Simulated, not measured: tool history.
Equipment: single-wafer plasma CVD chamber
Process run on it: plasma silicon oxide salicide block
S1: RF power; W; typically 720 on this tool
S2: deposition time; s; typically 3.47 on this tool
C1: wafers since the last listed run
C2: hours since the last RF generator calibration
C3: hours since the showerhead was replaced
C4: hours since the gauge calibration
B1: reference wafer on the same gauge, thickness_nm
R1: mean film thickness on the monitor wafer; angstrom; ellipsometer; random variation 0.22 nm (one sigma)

run	hour	S1	S2	C1	C2	C3	C4	B1	R1
1	0	720	3.47	0	491.6	2486.8	437.8	31.954	386.95
2	19.6	675	3.47	551	511.2	2506.4	457.4	31.884	376.52
3	34.7	675	3.47	424	526.3	2521.5	472.5	31.898	379.51
4	55.3	720	3.47	579	546.9	2542.1	493.1	31.946	389.38
5	77.9	720	3.47	635	569.5	2564.7	515.7	31.914	390.58
6	110.3	720	3.91	911	601.9	2597.1	548.1	31.896	436.55
7	124	720	3.47	385	615.6	2610.8	561.8	31.911	385.63
8	143.6	720	3.47	551	635.2	2630.4	581.4	31.862	383.94
9	235.1	720	3.47	2574	726.7	2721.9	672.9	31.859	390.29
10	251.7	720	3.47	467	743.3	2738.5	689.5	31.888	386.95
11	297.4	720	3.47	1285	789	2784.2	735.2	31.875	385.16
12	328.7	690	3.47	880	820.3	2815.5	766.5	31.876	380.86
13	342.8	690	3.47	396	834.4	2829.6	780.6	31.909	378.98
# hour 370.4: RF generator calibrated
14	370.9	720	3.47	565	0.5	2857.7	808.7	31.919	399.65
15	399.6	720	3.47	807	29.2	2886.4	837.4	31.911	396.57
16	430.8	720	3.47	877	60.4	2917.6	868.6	31.897	390.75
17	464.3	720	3.93	942	93.9	2951.1	902.1	31.892	445.5
18	499.7	720	3.47	995	129.3	2986.5	937.5	31.93	392.89
19	529.3	820	3.47	832	158.9	3016.1	967.1	31.871	412.07
20	554.8	720	3.47	717	184.4	3041.6	992.6	31.878	391.87
21	570.2	720	3.47	433	199.8	3057	1008	31.881	392.77
22	603	810	3.81	922	232.6	3089.8	1040.8	31.848	443.16
23	632.7	580	4.15	835	262.3	3119.5	1070.5	31.876	436.85
24	656.8	765	2.95	677	286.4	3143.6	1094.6	31.818	334.9
25	681.9	720	3.47	706	311.5	3168.7	1119.7	31.932	392.66
26	714	650	4	903	343.6	3200.8	1151.8	31.866	433.14
27	748.5	845	3.13	970	378.1	3235.3	1186.3	31.902	369.36
28	764.3	720	3.91	444	393.9	3251.1	1202.1	31.854	437.16
29	782	800	2.83	497	411.6	3268.8	1219.8	31.943	328.48
30	799.6	720	2.94	495	429.2	3286.4	1237.4	31.795	330.34
31	817.6	620	2.93	506	447.2	3304.4	1255.4	31.88	309.48
32	849.6	580	2.85	900	479.2	3336.4	1287.4	31.837	297.26
33	909	845	3.47	1671	538.6	3395.8	1346.8	31.926	405.71
34	929.7	580	3.47	582	559.3	3416.5	1367.5	31.858	360.71
# hour 1028.7: gauge calibrated
35	1032.2	675	2.87	2883	661.8	3519	3.5	31.901	313.38
# hour 1058.7: showerhead replaced
36	1059.2	720	3.47	534	688.8	0.5	30.5	31.849	385.24
37	1086.2	835	3.17	759	715.8	27.5	57.5	31.874	369.64
38	1109.5	595	3.47	655	739.1	50.8	80.8	31.891	362.92
39	1140.4	795	3.66	869	770	81.7	111.7	31.865	419.31
40	1173.5	805	3.47	931	803.1	114.8	144.8	31.938	398.92
41	1191.2	720	3.2	497	820.8	132.5	162.5	31.922	353.56
42	1217.3	625	3.9	734	846.9	158.6	188.6	31.908	414.03
43	1230.5	760	3.93	371	860.1	171.8	201.8	31.905	445.3
44	1257.4	720	3.24	756	887	198.7	228.7	31.896	360.62
# hour 1341: RF generator calibrated
45	1362.6	720	3.91	2734	21.6	303.9	333.9	31.932	446.01

For each run, the measured value with the value that run would have given without the tool's hidden condition subtracted. The run-to-run variation is shared by both, the gauge scatter possibly not:
Hidden conditions of the tool in this case: delivered RF power above the setpoint (%); gauge reads high (%).
run	R1
1	-9.35
2	-9.23
3	-9.42
4	-9.81
5	-9.98
6	-11.37
7	-10.12
8	-10.18
9	-10.76
10	-10.72
11	-10.83
12	-10.81
13	-10.79
14	-0.14
15	-1.07
16	-1.98
17	-3.29
18	-3.76
19	-4.64
20	-4.93
21	-5.25
22	-6.59
23	-7.05
24	-5.71
25	-7.05
26	-8.25
27	-7.42
28	-8.97
29	-6.89
30	-7.08
31	-6.76
32	-6.71
33	-9.61
34	-8.68
35	-7.99
36	-9.94
37	-9.65
38	-9.55
39	-11.16
40	-10.73
41	-9.55
42	-11.26
43	-12.15
44	-9.9
45	-2.81
